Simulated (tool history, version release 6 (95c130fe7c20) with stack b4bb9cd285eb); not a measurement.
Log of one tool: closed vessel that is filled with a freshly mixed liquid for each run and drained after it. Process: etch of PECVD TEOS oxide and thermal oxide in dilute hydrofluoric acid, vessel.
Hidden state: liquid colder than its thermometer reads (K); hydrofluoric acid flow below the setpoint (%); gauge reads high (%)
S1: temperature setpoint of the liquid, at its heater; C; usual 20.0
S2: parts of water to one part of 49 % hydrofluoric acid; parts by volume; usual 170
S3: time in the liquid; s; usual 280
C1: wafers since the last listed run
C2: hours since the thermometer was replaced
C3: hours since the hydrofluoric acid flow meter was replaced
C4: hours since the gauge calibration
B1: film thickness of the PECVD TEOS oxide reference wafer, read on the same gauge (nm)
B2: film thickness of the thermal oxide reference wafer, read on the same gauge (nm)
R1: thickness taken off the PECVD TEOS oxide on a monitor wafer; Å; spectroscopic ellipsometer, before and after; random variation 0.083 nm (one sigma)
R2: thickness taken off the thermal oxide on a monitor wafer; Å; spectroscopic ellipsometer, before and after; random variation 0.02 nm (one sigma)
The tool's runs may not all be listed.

run   hour    S1   S2   S3    C1      C2     C3      C4      B1      B2     R1     R2
  1    0.0  20.0  170  280     0   746.8  264.4   956.0  119.96  139.98  129.2   52.3
  2   14.1  20.0  170  280  1430   760.9  278.5   970.1  120.00  140.03  129.3   52.3
  3   49.1  20.0  170  280  3549   795.9  313.5  1005.1  120.01  140.01  127.9   52.1
      67.6  -- gauge calibrated
  4   74.8  24.5  130  405  2606   821.6  339.2     7.2  120.03  140.03  303.5  122.1
  5   99.4  20.0  170  280  2495   846.2  363.8    31.8  120.02  140.02  129.3   51.9
  6  118.3  20.0  170  280  1916   865.1  382.7    50.7  119.99  140.01  127.3   51.6
  7  141.4  20.0   95  345  2342   888.2  405.8    73.8  120.00  139.97  307.7  123.9
  8  157.4  18.0  170  365  1622   904.2  421.8    89.8  120.00  139.95  152.1   61.6
  9  174.6  21.5  170  225  1744   921.4  439.0   107.0  119.98  140.03  109.7   43.6
 10  232.7  17.0  220  420  5892   979.5  497.1   165.1  119.98  140.00  125.0   50.5
 11  276.2  21.5  245  405  4411  1023.0  540.6   208.6  119.99  139.98  122.8   49.9
 12  301.4  24.0  135  325  2555  1048.2  565.8   233.8  120.01  139.99  224.4   89.5
 13  330.9  17.5  190  155  2991  1077.7  595.3   263.3  119.98  139.99   55.7   22.2
 14  346.5  21.5  120  435  1582  1093.3  610.9   278.9  120.04  139.99  309.2  124.5
 15  374.1  24.0  195  235  2799  1120.9  638.5   306.5  120.00  139.97  103.6   41.5
 16  407.3  20.0  170  280  3367  1154.1  671.7   339.7  120.03  140.00  126.0   50.1
     425.0  -- thermometer replaced
 17  432.0  20.0  125  280  2403     7.0  696.4   364.4  120.00  139.98  179.4   71.6
     461.4  -- hydrofluoric acid flow meter replaced
 18  528.6  17.5  140  160  9696   103.6   67.2   461.0  119.97  140.00   85.9   34.7
 19  556.5  20.0  170  280  2829   131.5   95.1   488.9  120.01  139.99  131.1   52.8
 20  582.1  18.5  170  410  2596   157.1  120.7   514.5  119.99  139.98  178.6   72.9
 21  614.6  24.5  115  280  3296   189.6  153.2   547.0  120.00  140.00  247.4   99.3
 22  649.8  17.0  230  355  3570   224.8  188.4   582.2  119.99  140.01  102.1   41.5
 23  722.8  17.0  170  210  7403   297.8  261.4   655.2  120.03  139.99   86.5   34.7
 24  753.5  20.0  245  325  3113   328.5  292.1   685.9  119.97  139.99   95.7   39.0
 25  769.2  20.0  150  280  1592   344.2  307.8   701.6  120.03  139.99  148.4   60.4

What the log doesn't show, run by run:
liquid colder than its thermometer reads (K): 0 in every run
gauge reads high (%): 0 in every run
H1: hydrofluoric acid flow below the setpoint (%)
run    H1
  1  2.94
  2  3.06
  3  3.36
  4  3.58
  5  3.78
  6  3.94
  7  4.14
  8  4.28
  9  4.42
 10  4.92
 11  5.28
 12   5.5
 13  5.75
 14  5.88
 15  6.11
 16   6.4
 17  6.61
 18  1.38
 19  1.62
 20  1.83
 21  2.11
 22  2.41
 23  3.03
 24  3.29
 25  3.42

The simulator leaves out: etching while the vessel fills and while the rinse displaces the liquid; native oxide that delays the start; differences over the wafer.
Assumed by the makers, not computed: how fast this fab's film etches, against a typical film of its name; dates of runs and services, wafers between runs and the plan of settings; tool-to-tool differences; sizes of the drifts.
